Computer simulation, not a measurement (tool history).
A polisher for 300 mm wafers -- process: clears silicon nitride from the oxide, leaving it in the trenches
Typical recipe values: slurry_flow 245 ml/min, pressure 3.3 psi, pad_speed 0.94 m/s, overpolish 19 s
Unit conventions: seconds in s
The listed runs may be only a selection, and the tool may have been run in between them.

run	day	slurry_flow	pressure	pad_speed	overpolish	incoming thickness of the incoming film, nm	seconds
1	0.000	245	3.7	0.94	19	81.5	98.8
2	0.375	245	3.7	0.94	19	79.3	94.6
3	0.858	245	3.3	0.94	23	81.0	106.8
# day 1.279: worn pad replaced by a new one
4	1.588	245	3.3	0.94	23	79.3	96.9
5	1.854	205	3.3	1.04	19	80.4	96.7
6	2.871	245	3.3	0.94	22	81.1	102.6
7	3.421	245	3.3	0.94	19	80.7	101.3
8	3.854	245	3.3	0.94	19	79.9	101.8
9	4.533	245	3.3	0.94	14	79.1	105.9
10	5.171	245	3.3	0.94	14	80.4	109.4
11	5.750	245	3.3	0.94	14	79.9	110.5
# day 5.958: worn pad replaced by a new one
12	6.079	205	3.3	0.94	12	78.7	104.5
13	6.367	205	3.3	0.94	12	79.4	104.6
# day 6.658: slurry nozzle cleaned
14	6.779	245	3.3	0.94	19	80.8	94.4
15	7.112	165	4.2	0.64	19	81.0	123.9
16	7.683	210	2.5	0.64	12	79.3	175.3
17	8.017	245	3.3	0.94	19	80.1	97.3
18	8.388	310	2.8	0.94	19	80.7	110.8
19	8.704	245	3.3	0.94	19	79.7	97.4
20	9.383	245	4.2	0.78	19	79.2	99.3
# day 9.525: head pressure recalibrated
21	10.112	270	2.4	0.94	19	80.0	128.7
# day 10.421: worn pad replaced by a new one
22	10.571	270	3.3	1.08	19	79.9	82.2
23	11.050	245	3.3	0.94	15	79.4	99.2
24	11.317	315	3.3	0.94	23	79.8	97.1
25	11.646	245	3.3	0.94	19	79.2	99.2
26	12.108	245	4.2	0.78	19	80.6	99.1
27	12.504	245	2.6	0.94	12	80.8	122.9
28	13.179	245	3.3	0.94	19	80.7	105.3
29	13.858	245	2.2	0.94	19	80.5	145.9

What if the next run were any one of these 4? Each begins from the tool's condition after run 29:
A	13.879	245	3.3	0.94	19	80.0	?
B	13.879	245	4.0	1.10	19	80.0	?
C	13.879	245	3.3	1.20	14	80.0	?
D	13.879	215	3.3	0.68	19	80.0	?

run	seconds
A	106.0
B	77.1
C	83.0
D	150.7
Without the tool's unlogged condition, the same runs would have read:
run	seconds
A	92.2
B	67.1
C	72.2
D	129.6
